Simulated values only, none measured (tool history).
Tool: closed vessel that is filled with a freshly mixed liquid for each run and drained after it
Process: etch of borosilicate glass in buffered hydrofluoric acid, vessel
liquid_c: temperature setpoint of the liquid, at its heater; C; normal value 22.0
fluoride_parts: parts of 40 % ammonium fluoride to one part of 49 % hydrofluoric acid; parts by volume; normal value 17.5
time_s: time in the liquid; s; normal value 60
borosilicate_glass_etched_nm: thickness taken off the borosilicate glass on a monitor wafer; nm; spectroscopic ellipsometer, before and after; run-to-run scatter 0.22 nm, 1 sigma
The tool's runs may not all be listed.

run,hour,liquid_c,fluoride_parts,time_s,wafers since the last listed run,hours since the thermometer was replaced,hours since the hydrofluoric acid flow meter was replaced,hours since the gauge calibration,"read-back film thickness of the borosilicate glass reference wafer, read on the same gauge (nm)",borosilicate_glass_etched_nm
1,0.0,22.0,13.5,60,0,304.6,105.0,51.7,60.00,56.03
2,33.9,22.0,17.5,60,3444,338.5,138.9,85.6,60.02,43.09
3,59.2,22.0,17.5,85,2570,363.8,164.2,110.9,59.99,60.73
4,79.9,22.0,17.5,85,2102,384.5,184.9,131.6,59.99,61.19
5,106.8,22.0,17.5,60,2732,411.4,211.8,158.5,60.01,42.86
6,124.1,22.0,17.5,60,1757,428.7,229.1,175.8,60.00,42.57
7,159.5,22.0,17.5,60,3596,464.1,264.5,211.2,60.00,42.99
8,179.3,22.0,17.5,60,2011,483.9,284.3,231.0,59.98,42.95
9,202.3,22.0,17.5,60,2336,506.9,307.3,254.0,59.99,42.80
10,218.8,22.0,17.5,60,1676,523.4,323.8,270.5,59.97,42.88
11,254.6,24.5,23.0,85,3637,559.2,359.6,306.3,60.02,55.19
# hour 274.2: gauge calibrated
12,286.5,22.0,14.0,50,3240,591.1,391.5,12.3,60.02,44.53
13,314.0,19.0,15.0,85,2793,618.6,419.0,39.8,60.01,59.41
# hour 316.6: thermometer replaced
14,329.2,22.0,17.5,60,1442,12.6,434.2,55.0,60.02,42.44
15,343.5,22.0,17.5,60,1452,26.9,448.5,69.3,59.97,42.60
# hour 352.3: hydrofluoric acid flow meter replaced
16,357.8,22.0,17.5,60,1351,41.2,5.5,83.6,60.04,43.00
17,392.7,20.5,23.0,70,3545,76.1,40.4,118.5,60.01,36.50
18,427.3,24.5,11.5,40,3515,110.7,75.0,153.1,60.01,49.21
19,441.1,22.0,19.5,60,1401,124.5,88.8,166.9,59.98,38.71
20,453.6,27.0,24.0,85,1269,137.0,101.3,179.4,60.00,61.05

Forecast each of these 3 alternatives for the next run:
A,454.3,22.0,17.5,60,71,137.7,102.0,180.1,?,?
B,454.3,23.5,17.5,30,71,137.7,102.0,180.1,?,?
C,454.3,22.0,17.5,30,71,137.7,102.0,180.1,?,?

run,"read-back film thickness of the borosilicate glass reference wafer, read on the same gauge (nm)",borosilicate_glass_etched_nm
A,59.98,43.23
B,59.98,23.45
C,59.98,21.62
With no hidden state in the tool, these same runs would have given:
run,borosilicate_glass_etched_nm
A,43.23
B,23.45
C,21.62
